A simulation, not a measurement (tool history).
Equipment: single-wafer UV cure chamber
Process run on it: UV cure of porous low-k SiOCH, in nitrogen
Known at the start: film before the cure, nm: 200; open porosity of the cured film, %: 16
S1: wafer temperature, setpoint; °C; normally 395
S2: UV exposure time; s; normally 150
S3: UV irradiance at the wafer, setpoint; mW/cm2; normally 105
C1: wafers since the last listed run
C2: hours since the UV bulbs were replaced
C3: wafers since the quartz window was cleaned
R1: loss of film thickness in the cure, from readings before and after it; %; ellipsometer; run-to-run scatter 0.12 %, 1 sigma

run,hour,S1,S2,S3,C1,C2,C3,R1
1,0,395,205,105,0,2224.6,1048,8.453
# hour 10: quartz window cleaned
2,27.4,395,150,105,104,2252,93,7.424
3,69.1,395,150,105,224,2293.7,318,7.293
4,100.5,395,150,105,169,2325.1,487,7.321
5,153.3,395,150,105,284,2377.9,771,7.283
# hour 208.6: quartz window cleaned
6,214.8,395,150,105,288,2439.4,33,7.181
7,281.9,395,150,105,361,2506.5,394,7.149
# hour 300.5: UV bulbs replaced
8,350.1,395,150,105,324,49.6,718,8.396
9,377.5,395,150,105,147,77,866,8.446
# hour 387.9: quartz window cleaned
10,410,395,150,105,131,109.5,118,8.539
11,469.1,404,150,105,318,168.6,437,8.694
12,508.4,414,215,142,211,207.9,648,11.527
13,536.5,395,150,105,151,236,800,8.412
# hour 567.3: quartz window cleaned
14,585.5,387,90,71,220,285,98,5.12
15,655.7,408,110,120,378,355.2,476,8.047
16,701.4,395,110,105,246,400.9,722,7.402
17,729.6,395,150,105,151,429.1,874,8.242
# hour 761.4: quartz window cleaned
18,929.1,395,75,105,1031,628.6,902,5.936
19,966.4,395,150,105,200,665.9,1103,8.294

Each row is a separate what-if for the run after 19, all from the same tool condition, not one after another. Results?
A,966.9,395,150,105,2,666.4,1106,?
B,966.9,395,80,75,2,666.4,1106,?
C,966.9,382,150,95,2,666.4,1106,?
D,966.9,395,220,89,2,666.4,1106,?
E,966.9,383,90,129,2,666.4,1106,?

run,R1
A,8.253
B,4.99
C,7.709
D,9.054
E,7.005
What these runs would have given with no unlogged condition in the tool:
run,R1
A,8.394
B,5.11
C,7.846
D,9.199
E,7.139
